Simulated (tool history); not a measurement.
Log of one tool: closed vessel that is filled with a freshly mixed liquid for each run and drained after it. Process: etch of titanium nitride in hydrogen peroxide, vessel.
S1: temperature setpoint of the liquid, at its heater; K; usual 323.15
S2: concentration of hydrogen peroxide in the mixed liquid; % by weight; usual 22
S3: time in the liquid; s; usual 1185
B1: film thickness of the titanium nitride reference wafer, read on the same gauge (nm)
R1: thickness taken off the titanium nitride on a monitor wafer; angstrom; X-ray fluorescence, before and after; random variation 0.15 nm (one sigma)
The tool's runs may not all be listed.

run   hour      S1    S2    S3      B1      R1
  1      0  323.15    22  1185  139.98   525.4
  2   19.8  323.15    22  1185  140.02   519.5
  3   41.3  323.15    22  1185  140.03   522.1
  4  111.8  317.15    22  1185  139.98   333.5
  5  134.4  317.15    22  1185  139.98   333.2
  6  165.4  317.15    22  1185     140   332.7
  7  197.8  323.15    22  1185  139.99   515.8
     216.3  -- thermometer replaced
  8  230.2  323.15    22  1185  140.02   549.7
  9  264.1  323.15    22  1185  140.03   547.3
 10  292.4  323.15    22  1185  140.01   546.1
 11  319.2  323.15    22  1185     140   544.7
 12  331.4  318.15    22  1185  140.02   378.2
 13  357.8  323.15  24.5   840  140.01   395.4
 14  392.6  323.15    22  1505  139.98   692.1
 15  417.2  330.15  17.5  1625     140  1162.8
 16  444.1  317.65    25   570     140   179.5
     457.6  -- new drum of peroxide connected
 17    463  330.65    22  1185     140   937.4
 18    492  315.15  24.5  1705  140.03   448.5
     493.6  -- gauge calibrated
     494.8  -- peroxide flow meter replaced
 19  524.3  323.15    22  1185  139.98   553.7
 20  568.7  323.15    22  1185  139.98   549.6
 21  603.1  323.15  17.5  1470  139.96   647.8
 22  634.1  329.15    22   890     140   632.6
 23  654.6  326.15    22  1185  140.03   679.7
 24  687.2  331.65    26   710     140     619
 25  719.6  323.15    22  1185     140     546
 26  735.6  315.15  28.5  1185  140.02   319.4
 27  753.6  323.15    22  1185     140   544.1
 28  778.7  323.15  24.5  1185  139.98     559

5 ways to go on from here, each from the tool as it stands after run 28. What would each give?
  A  779.7  323.15    22  1185   ?   ?
  B  779.7  329.65  15.5   655   ?   ?
  C  779.7  323.15    19  1185   ?   ?
  D  779.7  317.15  20.5   495   ?   ?
  E  779.7  331.15    22  1185   ?   ?

run   B1     R1
  A  140  546.7
  B  140  444.8
  C  140  529.8
  D  140  144.5
  E  140  961.9
Without the tool's hidden state the same runs would have given:
run     R1
  A    562
  B  456.8
  C  544.6
  D  148.7
  E  987.8

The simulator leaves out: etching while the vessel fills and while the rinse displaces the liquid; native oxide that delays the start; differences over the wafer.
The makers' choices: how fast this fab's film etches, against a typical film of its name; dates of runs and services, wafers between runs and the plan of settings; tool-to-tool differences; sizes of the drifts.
